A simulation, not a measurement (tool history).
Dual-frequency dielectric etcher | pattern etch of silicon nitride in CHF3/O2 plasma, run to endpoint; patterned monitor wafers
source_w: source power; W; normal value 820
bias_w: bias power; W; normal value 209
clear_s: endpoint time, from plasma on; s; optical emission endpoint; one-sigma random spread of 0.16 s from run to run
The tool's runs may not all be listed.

run,hour,source_w,bias_w,wafers since the last listed run,hours since the last wet clean,hours since the last source power generator calibration,hours since the last bias power generator calibration,hours since the last upper electrode change,"incoming incoming film thickness, nm",clear_s
1,0.0,820,209,0,452.9,3185.7,4508.4,3933.0,78.3,42.1
2,14.4,820,209,102,467.3,3200.1,4522.8,3947.4,77.2,41.7
3,23.6,820,209,65,476.5,3209.3,4532.0,3956.6,77.2,41.2
4,34.7,820,209,79,487.6,3220.4,4543.1,3967.7,78.8,42.5
5,43.5,690,244,62,496.4,3229.2,4551.9,3976.5,78.1,42.8
6,52.5,820,209,64,505.4,3238.2,4560.9,3985.5,77.5,41.6
7,68.9,820,209,117,521.8,3254.6,4577.3,4001.9,78.0,41.7
8,77.9,820,209,64,530.8,3263.6,4586.3,4010.9,78.4,41.7
# hour 83.2: source power generator calibrated
# hour 108.4: wet clean of the chamber
# hour 109.6: bias power generator calibrated
# hour 112.8: upper electrode replaced
9,113.3,740,209,21,4.9,30.1,3.7,0.5,78.1,46.0
10,113.6,820,247,2,5.2,30.4,4.0,0.8,77.5,41.2
11,113.9,760,227,2,5.5,30.7,4.3,1.1,77.1,43.7
12,121.2,1000,170,52,12.8,38.0,11.6,8.4,78.0,42.9
13,136.7,700,183,110,28.3,53.5,27.1,23.9,78.3,48.8
14,150.8,940,161,100,42.4,67.6,41.2,38.0,78.0,44.2
15,167.7,820,249,120,59.3,84.5,58.1,54.9,79.5,41.7
16,181.1,820,209,95,72.7,97.9,71.5,68.3,77.6,43.2
17,197.4,690,193,116,89.0,114.2,87.8,84.6,78.2,48.2
18,223.4,820,209,185,115.0,140.2,113.8,110.6,77.6,43.1

Forecast each of these 3 alternatives for the next run:
A,223.8,680,209,2,115.4,140.6,114.2,111.0,77.4,?
B,223.8,950,246,2,115.4,140.6,114.2,111.0,77.4,?
C,223.8,880,222,2,115.4,140.6,114.2,111.0,77.4,?

run,clear_s
A,46.4
B,38.1
C,40.7
Without the tool's hidden state the same runs would have given:
run,clear_s
A,46.7
B,38.4
C,41.0

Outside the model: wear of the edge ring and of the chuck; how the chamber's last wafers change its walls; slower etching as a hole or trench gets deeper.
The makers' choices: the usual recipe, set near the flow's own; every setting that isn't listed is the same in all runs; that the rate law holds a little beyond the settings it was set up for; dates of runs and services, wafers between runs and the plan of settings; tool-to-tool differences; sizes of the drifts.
